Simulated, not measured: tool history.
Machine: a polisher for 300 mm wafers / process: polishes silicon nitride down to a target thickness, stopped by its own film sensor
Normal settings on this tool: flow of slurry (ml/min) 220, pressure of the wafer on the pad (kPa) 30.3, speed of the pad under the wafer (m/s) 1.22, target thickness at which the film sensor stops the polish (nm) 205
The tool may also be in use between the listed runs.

| run | hour | flow of slurry (ml/min) | pressure of the wafer on the pad (kPa) | speed of the pad under the wafer (m/s) | target thickness at which the film sensor stops the polish (nm) | wafers since the last listed run | wafers polished on this pad | hours since the slurry nozzle was cleaned | hours since the head pressure was calibrated | incoming thickness of the incoming film, nm | time until the film sensor stopped the polish (s) |
|---|---|---|---|---|---|---|---|---|---|---|---|
| 1 | 0.0 | 220 | 30.3 | 1.22 | 205 | 0 | 341 | 320.9 | 290.8 | 491.7 | 109.8 |
| 2 | 29.6 | 220 | 30.3 | 1.22 | 205 | 298 | 639 | 350.5 | 320.4 | 489.7 | 110.0 |
| 3 | 43.6 | 220 | 30.3 | 1.22 | 205 | 140 | 780 | 364.5 | 334.4 | 485.5 | 107.4 |
| 4 | 57.3 | 220 | 30.3 | 1.22 | 205 | 137 | 918 | 378.2 | 348.1 | 490.0 | 109.9 |
|  | 129.6 | worn pad replaced by a new one |
| 5 | 152.1 | 220 | 30.3 | 1.22 | 205 | 914 | 226 | 473.0 | 442.9 | 491.7 | 110.4 |
| 6 | 216.0 | 220 | 30.3 | 1.22 | 205 | 643 | 870 | 536.9 | 506.8 | 497.4 | 111.9 |
| 7 | 249.1 | 220 | 30.3 | 1.22 | 205 | 333 | 1203 | 570.0 | 539.9 | 486.1 | 106.8 |
| 8 | 270.6 | 220 | 30.3 | 1.22 | 205 | 216 | 1420 | 591.5 | 561.4 | 493.3 | 110.4 |
|  | 277.6 | worn pad replaced by a new one |
| 9 | 292.5 | 220 | 30.3 | 1.22 | 205 | 180 | 150 | 613.4 | 583.3 | 484.3 | 104.7 |
| 10 | 316.8 | 220 | 30.3 | 1.22 | 205 | 244 | 394 | 637.7 | 607.6 | 490.0 | 107.5 |
| 11 | 342.2 | 220 | 30.3 | 1.22 | 205 | 255 | 650 | 663.1 | 633.0 | 483.5 | 104.0 |
| 12 | 357.3 | 220 | 30.3 | 1.22 | 205 | 152 | 802 | 678.2 | 648.1 | 487.6 | 105.1 |
| 13 | 386.0 | 220 | 30.3 | 1.22 | 205 | 289 | 1091 | 706.9 | 676.8 | 488.1 | 106.2 |
| 14 | 410.2 | 220 | 30.3 | 1.22 | 205 | 243 | 1335 | 731.1 | 701.0 | 483.6 | 105.5 |
|  | 413.0 | slurry nozzle cleaned |
| 15 | 431.3 | 220 | 30.3 | 1.22 | 205 | 202 | 1537 | 18.3 | 722.1 | 492.4 | 100.9 |
|  | 449.7 | worn pad replaced by a new one |
| 16 | 464.9 | 220 | 30.3 | 1.22 | 205 | 298 | 152 | 51.9 | 755.7 | 488.2 | 99.9 |
| 17 | 483.1 | 220 | 30.3 | 1.22 | 157 | 183 | 336 | 70.1 | 773.9 | 492.4 | 116.9 |
| 18 | 501.5 | 285 | 30.3 | 1.22 | 237 | 185 | 521 | 88.5 | 792.3 | 487.3 | 86.8 |
| 19 | 534.1 | 220 | 30.3 | 1.22 | 205 | 328 | 849 | 121.1 | 824.9 | 485.0 | 98.2 |
| 20 | 553.0 | 180 | 30.3 | 1.34 | 205 | 190 | 1039 | 140.0 | 843.8 | 497.3 | 99.6 |
| 21 | 585.3 | 220 | 30.3 | 1.46 | 205 | 325 | 1365 | 172.3 | 876.1 | 482.5 | 85.7 |
| 22 | 606.2 | 160 | 27.6 | 0.98 | 162 | 210 | 1575 | 193.2 | 897.0 | 499.3 | 165.0 |
|  | 620.6 | head pressure recalibrated |
| 23 | 622.9 | 220 | 33.8 | 0.86 | 205 | 148 | 1723 | 209.9 | 2.3 | 488.1 | 131.5 |
|  | 634.5 | worn pad replaced by a new one |
| 24 | 643.3 | 220 | 30.3 | 1.22 | 113 | 165 | 88 | 230.3 | 22.7 | 486.6 | 148.2 |
| 25 | 678.8 | 220 | 35.9 | 1.36 | 205 | 357 | 445 | 265.8 | 58.2 | 486.5 | 86.6 |
| 26 | 693.9 | 220 | 30.3 | 1.22 | 205 | 152 | 598 | 280.9 | 73.3 | 483.9 | 110.5 |
| 27 | 711.3 | 220 | 30.3 | 1.22 | 205 | 175 | 773 | 298.3 | 90.7 | 484.4 | 111.2 |

Run 28 comes next. What will it give?
| 28 | 746.8 | 220 | 30.3 | 1.22 | 205 | 357 | 1130 | 333.8 | 126.2 | 485.3 | ? |

{"run 28": {"time until the film sensor stopped the polish (s)": 112.8}}
If the tool had no hidden condition, the same run with the same run-to-run variation would have returned time until the film sensor stopped the polish (s) 107.9.

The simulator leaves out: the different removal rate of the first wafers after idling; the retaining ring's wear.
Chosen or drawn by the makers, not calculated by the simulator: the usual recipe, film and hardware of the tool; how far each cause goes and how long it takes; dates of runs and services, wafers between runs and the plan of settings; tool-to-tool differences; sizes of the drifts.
